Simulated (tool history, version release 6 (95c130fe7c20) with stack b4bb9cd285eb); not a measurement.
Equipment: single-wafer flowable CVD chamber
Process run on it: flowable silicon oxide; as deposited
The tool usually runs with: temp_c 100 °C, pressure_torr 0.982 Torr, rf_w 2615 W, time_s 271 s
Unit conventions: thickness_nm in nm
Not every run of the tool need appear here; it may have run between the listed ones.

run    hour  temp_c  pressure_torr  rf_w  time_s  read-back reference wafer on the same gauge, thickness_nm  thickness_nm
  1     0.0     100          0.982  3030     297                                                    217.977       248.666
  2    52.0     100          0.922  2835     271                                                    218.075       211.028
  3   109.7     100          0.982  2615     271                                                    217.943       221.951
  4   266.3     100          0.982  2615     271                                                    218.008       221.414
  5   338.1     100          0.982  2615     271                                                    217.951       223.063
  6   370.4     100          0.982  2615     271                                                    217.995       222.033
  7   415.9     100          0.982  2615     271                                                    217.898       222.119
      436.2  -- gauge calibrated
  8   487.0     100          0.982  2615     271                                                    218.104       222.991
  9   517.3     100          0.982  2615     271                                                    217.953       223.340
 10   585.7     100          0.982  2615     271                                                    218.036       222.709
      722.9  -- showerhead replaced
 11   726.6     100          0.982  2615     271                                                    218.041       222.744
 12   781.7     112          0.865  2615     271                                                    218.150       138.021
 13   835.0     100          0.982  2870     286                                                    218.012       236.533
      848.8  -- RF generator calibrated
 14   870.7     106          1.075  2905     295                                                    218.072       225.592
 15   899.8     105          0.982  2615     271                                                    217.982       191.511
 16   959.9     100          0.982  2615     271                                                    218.124       222.674
     1006.1  -- thermocouple changed; heater temperature recalibrated
 17  1021.1     109          0.982  2615     225                                                    218.056       141.754
     1033.1  -- capacitance manometer re-zeroed and calibrated
 18  1101.4     100          0.982  2615     271                                                    218.075       222.791
 19  1146.5     100          1.049  2615     271                                                    217.965       238.190
 20  1209.8     109          0.982  2110     295                                                    218.066       175.173
     1220.4  -- gauge calibrated
 21  1269.0      93          0.982  2615     318                                                    218.079       318.995
 22  1297.1     109          0.899  2615     292                                                    217.976       167.994
 23  1328.2     100          0.982  2615     271                                                    218.157       221.881

For each run, what was the tool's unlogged condition?
wafer temperature above the value expected at the setpoint (K): 0, the same for each run
delivered RF power above the setpoint (%): 0, the same for each run
true pressure above the setpoint (%): 0, the same for each run
gauge reads high (%): 0, the same for each run
